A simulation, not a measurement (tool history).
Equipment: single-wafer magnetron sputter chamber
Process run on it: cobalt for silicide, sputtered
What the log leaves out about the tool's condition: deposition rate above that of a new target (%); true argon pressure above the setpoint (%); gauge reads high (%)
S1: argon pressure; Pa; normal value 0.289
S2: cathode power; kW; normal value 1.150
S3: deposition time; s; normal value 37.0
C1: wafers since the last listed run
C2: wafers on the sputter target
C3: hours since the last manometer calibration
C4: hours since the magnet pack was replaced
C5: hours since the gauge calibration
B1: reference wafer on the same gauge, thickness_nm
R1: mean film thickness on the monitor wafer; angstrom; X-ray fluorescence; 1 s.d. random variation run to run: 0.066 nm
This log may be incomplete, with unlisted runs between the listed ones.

run	hour	S1	S2	S3	C1	C2	C3	C4	C5	B1	R1
1	0.0	0.289	1.150	37.0	0	2493	1295.8	6078.5	620.8	19.511	210.08
2	106.5	0.289	1.150	37.0	1316	3810	1402.3	6185.0	727.3	19.494	208.93
# hour 149.7: sputter target and shields replaced
3	208.9	0.289	1.150	37.0	1167	732	1504.7	6287.4	829.7	19.501	211.40
4	284.4	0.224	0.950	37.0	933	1665	1580.2	6362.9	905.2	19.524	192.04
5	362.7	0.289	1.150	34.6	968	2633	1658.5	6441.2	983.5	19.520	197.05
# hour 427.4: sputter target and shields replaced
6	452.7	0.289	1.150	34.6	1013	313	1748.5	6531.2	1073.5	19.505	197.73
7	527.0	0.325	1.150	37.0	918	1232	1822.8	6605.5	1147.8	19.507	206.63
# hour 543.3: magnet pack replaced, of another model than before
8	605.9	0.289	1.150	33.0	876	2108	1901.7	62.6	1226.7	19.490	187.81
# hour 641.7: gauge calibrated
9	673.4	0.289	1.150	33.0	834	2943	1969.2	130.1	31.7	19.483	186.82
# hour 728.0: sputter target and shields replaced
10	749.6	0.289	1.150	37.0	843	267	2045.4	206.3	107.9	19.509	211.73
11	819.0	0.216	1.150	37.0	858	1125	2114.8	275.7	177.3	19.512	221.13
12	874.1	0.234	1.250	32.2	681	1806	2169.9	330.8	232.4	19.504	200.18
13	979.3	0.373	0.950	32.3	1300	3107	2275.1	436.0	337.6	19.504	154.02
14	1049.6	0.398	1.400	42.5	869	3976	2345.4	506.3	407.9	19.495	255.75
# hour 1096.8: sputter target and shields replaced
15	1129.4	0.204	1.050	32.7	887	403	2425.2	586.1	487.7	19.501	185.97
# hour 1146.4: capacitance manometer re-zeroed and calibrated
16	1190.1	0.289	1.150	37.0	651	1055	43.7	646.8	548.4	19.511	210.87
17	1263.2	0.289	1.150	37.0	903	1959	116.8	719.9	621.5	19.497	210.50
18	1317.6	0.201	1.300	37.0	672	2631	171.2	774.3	675.9	19.495	240.70
# hour 1394.6: sputter target and shields replaced
19	1420.6	0.289	1.050	44.0	1174	321	274.2	877.3	778.9	19.489	237.25
20	1496.1	0.373	1.150	37.0	933	1255	349.7	952.8	854.4	19.501	200.74

Selected run-to-run steps in R1, each split into two signed amounts: the part the tool would show with no hidden state at all (from settings, incoming material and random variation), and the remainder, which goes to the hidden state together with any gauge scatter not common to the measured and the hidden-state-free results:
Run 2 -> 3: sputter target and shields replaced. R1 +2.47 angstrom: hidden state +2.54, all else -0.07.
Run 13 -> 14: S1 0.373 -> 0.398, S2 0.950 -> 1.400, S3 32.3 -> 42.5. R1 +101.73 angstrom: hidden state -2.29, all else +104.02.
Run 14 -> 15: S1 0.398 -> 0.204, S2 1.400 -> 1.050, S3 42.5 -> 32.7, sputter target and shields replaced. R1 -69.78 angstrom: hidden state +3.53, all else -73.31.
